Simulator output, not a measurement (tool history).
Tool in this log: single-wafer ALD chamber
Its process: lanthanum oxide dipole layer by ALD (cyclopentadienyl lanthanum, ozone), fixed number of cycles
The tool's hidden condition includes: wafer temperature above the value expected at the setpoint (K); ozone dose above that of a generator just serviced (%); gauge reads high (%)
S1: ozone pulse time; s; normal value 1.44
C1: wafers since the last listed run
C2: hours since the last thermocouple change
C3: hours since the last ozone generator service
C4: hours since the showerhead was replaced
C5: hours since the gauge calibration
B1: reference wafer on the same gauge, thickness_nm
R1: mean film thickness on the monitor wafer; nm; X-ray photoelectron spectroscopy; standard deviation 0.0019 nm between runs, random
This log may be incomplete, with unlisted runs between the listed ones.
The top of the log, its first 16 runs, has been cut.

run 17 hour=1240.4 | S1=1.28 | C1=1201 C2=1564.5 C3=726.3 C4=5648.5 C5=783.6 | B1=0.559 | R1=0.5
-- hour=1256.3 ozone generator serviced
run 18 hour=1300.4 | S1=1.83 | C1=949 C2=1624.5 C3=44.1 C4=5708.5 C5=843.6 | B1=0.559 | R1=0.554
run 19 hour=1337.5 | S1=1.9 | C1=677 C2=1661.6 C3=81.2 C4=5745.6 C5=880.7 | B1=0.559 | R1=0.556
run 20 hour=1432.6 | S1=1.92 | C1=1736 C2=1756.7 C3=176.3 C4=5840.7 C5=975.8 | B1=0.559 | R1=0.555
run 21 hour=1514.7 | S1=1.96 | C1=1498 C2=1838.8 C3=258.4 C4=5922.8 C5=1057.9 | B1=0.559 | R1=0.554
run 22 hour=1600.5 | S1=1.44 | C1=1566 C2=1924.6 C3=344.2 C4=6008.6 C5=1143.7 | B1=0.559 | R1=0.528
run 23 hour=1637 | S1=1.61 | C1=666 C2=1961.1 C3=380.7 C4=6045.1 C5=1180.2 | B1=0.558 | R1=0.534
run 24 hour=1673.9 | S1=1.85 | C1=673 C2=1998 C3=417.6 C4=6082 C5=1217.1 | B1=0.559 | R1=0.545
-- hour=1712.1 showerhead replaced
run 25 hour=1736.6 | S1=1.16 | C1=998 C2=2060.7 C3=480.3 C4=24.5 C5=1279.8 | B1=0.559 | R1=0.504
run 26 hour=1839.1 | S1=0.93 | C1=1871 C2=2163.2 C3=582.8 C4=127 C5=1382.3 | B1=0.559 | R1=0.476
-- hour=1863.3 thermocouple changed; heater temperature recalibrated
-- hour=1881 gauge calibrated
run 27 hour=1928.4 | S1=1 | C1=1484 C2=65.1 C3=672.1 C4=216.3 C5=47.4 | B1=0.559 | R1=0.481
-- hour=1971.5 ozone generator serviced
run 28 hour=1992.2 | S1=1.81 | C1=1018 C2=128.9 C3=20.7 C4=280.1 C5=111.2 | B1=0.559 | R1=0.555
run 29 hour=2052.2 | S1=1.22 | C1=1095 C2=188.9 C3=80.7 C4=340.1 C5=171.2 | B1=0.559 | R1=0.528
run 30 hour=2141.9 | S1=1.78 | C1=1637 C2=278.6 C3=170.4 C4=429.8 C5=260.9 | B1=0.559 | R1=0.547
run 31 hour=2245.4 | S1=1.74 | C1=1889 C2=382.1 C3=273.9 C4=533.3 C5=364.4 | B1=0.56 | R1=0.547
run 32 hour=2327 | S1=1.83 | C1=1489 C2=463.7 C3=355.5 C4=614.9 C5=446 | B1=0.559 | R1=0.547
run 33 hour=2411.9 | S1=1.44 | C1=1549 C2=548.6 C3=440.4 C4=699.8 C5=530.9 | B1=0.559 | R1=0.526
run 34 hour=2503.6 | S1=0.95 | C1=1674 C2=640.3 C3=532.1 C4=791.5 C5=622.6 | B1=0.559 | R1=0.483
run 35 hour=2547.4 | S1=1.44 | C1=799 C2=684.1 C3=575.9 C4=835.3 C5=666.4 | B1=0.559 | R1=0.522

What if the next run were any one of these 3? Each begins from the tool's condition after run 35:
run A hour=2547.8 | S1=1.21 | C1=7 C2=684.5 C3=576.3 C4=835.7 C5=666.8 | B1=? | R1=?
run B hour=2547.8 | S1=1.73 | C1=7 C2=684.5 C3=576.3 C4=835.7 C5=666.8 | B1=? | R1=?
run C hour=2547.8 | S1=1.18 | C1=7 C2=684.5 C3=576.3 C4=835.7 C5=666.8 | B1=? | R1=?

run=A B1=0.559 R1=0.508
run=B B1=0.559 R1=0.54
run=C B1=0.559 R1=0.506
What these runs would have given with no unlogged condition in the tool:
run=A R1=0.532
run=B R1=0.555
run=C R1=0.53
